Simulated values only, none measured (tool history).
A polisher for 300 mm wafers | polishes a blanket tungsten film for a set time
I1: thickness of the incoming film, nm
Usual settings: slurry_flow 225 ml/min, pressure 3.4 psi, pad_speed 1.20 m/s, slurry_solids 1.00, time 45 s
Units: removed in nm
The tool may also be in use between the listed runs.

Run 1, hour 0.0: usual settings but slurry_solids 1.20; I1 1315.0. Result: removed 205.7 nm.
At hour 3.7: worn pad replaced by a new one.
Run 2, hour 7.1: usual settings; I1 1296.4. Result: removed 186.7 nm.
Run 3, hour 21.6: usual settings; I1 1296.7. Result: removed 191.2 nm.
Run 4, hour 27.8: usual settings; I1 1308.0. Result: removed 185.5 nm.
At hour 35.7: slurry tank refilled with fresh slurry and peroxide.
Run 5, hour 38.9: usual settings; I1 1264.5. Result: removed 184.8 nm.
Run 6, hour 49.1: usual settings but pad_speed 0.94 m/s, time 49 s; I1 1305.9. Result: removed 158.7 nm.
At hour 60.2: slurry nozzle cleaned.
At hour 61.2: worn pad replaced by a new one.
Run 7, hour 61.7: usual settings but pressure 3.7 psi, slurry_solids 1.25; I1 1269.6. Result: removed 217.6 nm.
Run 8, hour 73.8: usual settings but pad_speed 0.94 m/s, slurry_solids 1.25; I1 1296.5. Result: removed 153.4 nm.
Run 9, hour 80.7: usual settings but pressure 2.5 psi, time 30 s; I1 1308.6. Result: removed 88.6 nm.
Run 10, hour 93.6: usual settings; I1 1284.4. Result: removed 178.3 nm.
At hour 99.6: head pressure recalibrated.
Run 11, hour 99.9: usual settings but pressure 2.7 psi, pad_speed 1.34 m/s, slurry_solids 1.15, time 38 s; I1 1293.3. Result: removed 139.1 nm.
At hour 103.2: slurry blender recalibrated.
At hour 115.0: slurry tank refilled with fresh slurry and peroxide.
Run 12, hour 116.4: usual settings; I1 1278.9. Result: removed 201.9 nm.
At hour 122.0: worn pad replaced by a new one, of another model than before.
Run 13, hour 127.4: usual settings but slurry_flow 295 ml/min; I1 1303.9. Result: removed 209.9 nm.
Run 14, hour 140.8: usual settings; I1 1315.1. Result: removed 201.8 nm.
Run 15, hour 148.0: usual settings; I1 1298.0. Result: removed 202.3 nm.
Run 16, hour 165.4: usual settings but pressure 3.7 psi, pad_speed 0.82 m/s, time 53 s; I1 1292.3. Result: removed 194.6 nm.
Run 17, hour 181.5: usual settings but pressure 2.4 psi; I1 1287.6. Result: removed 158.8 nm.

The same runs without the tool's hidden state, with the same run-to-run variation:
The hidden state here: removal rate lost through wear of the pad, %; slurry flow missing at the pad, %; deviation of the head's pressure from its setpoint, %; abrasive missing from the slurry, %; peroxide lost from the slurry, %.
run  removed
  1    220.7
  2    200.8
  3    207.2
  4    201.7
  5    202.4
  6    174.9
  7    242.6
  8    172.6
  9     99.9
 10    203.1
 11    159.8
 12    202.4
 13    210.5
 14    202.5
 15    203.1
 16    195.6
 17    159.8

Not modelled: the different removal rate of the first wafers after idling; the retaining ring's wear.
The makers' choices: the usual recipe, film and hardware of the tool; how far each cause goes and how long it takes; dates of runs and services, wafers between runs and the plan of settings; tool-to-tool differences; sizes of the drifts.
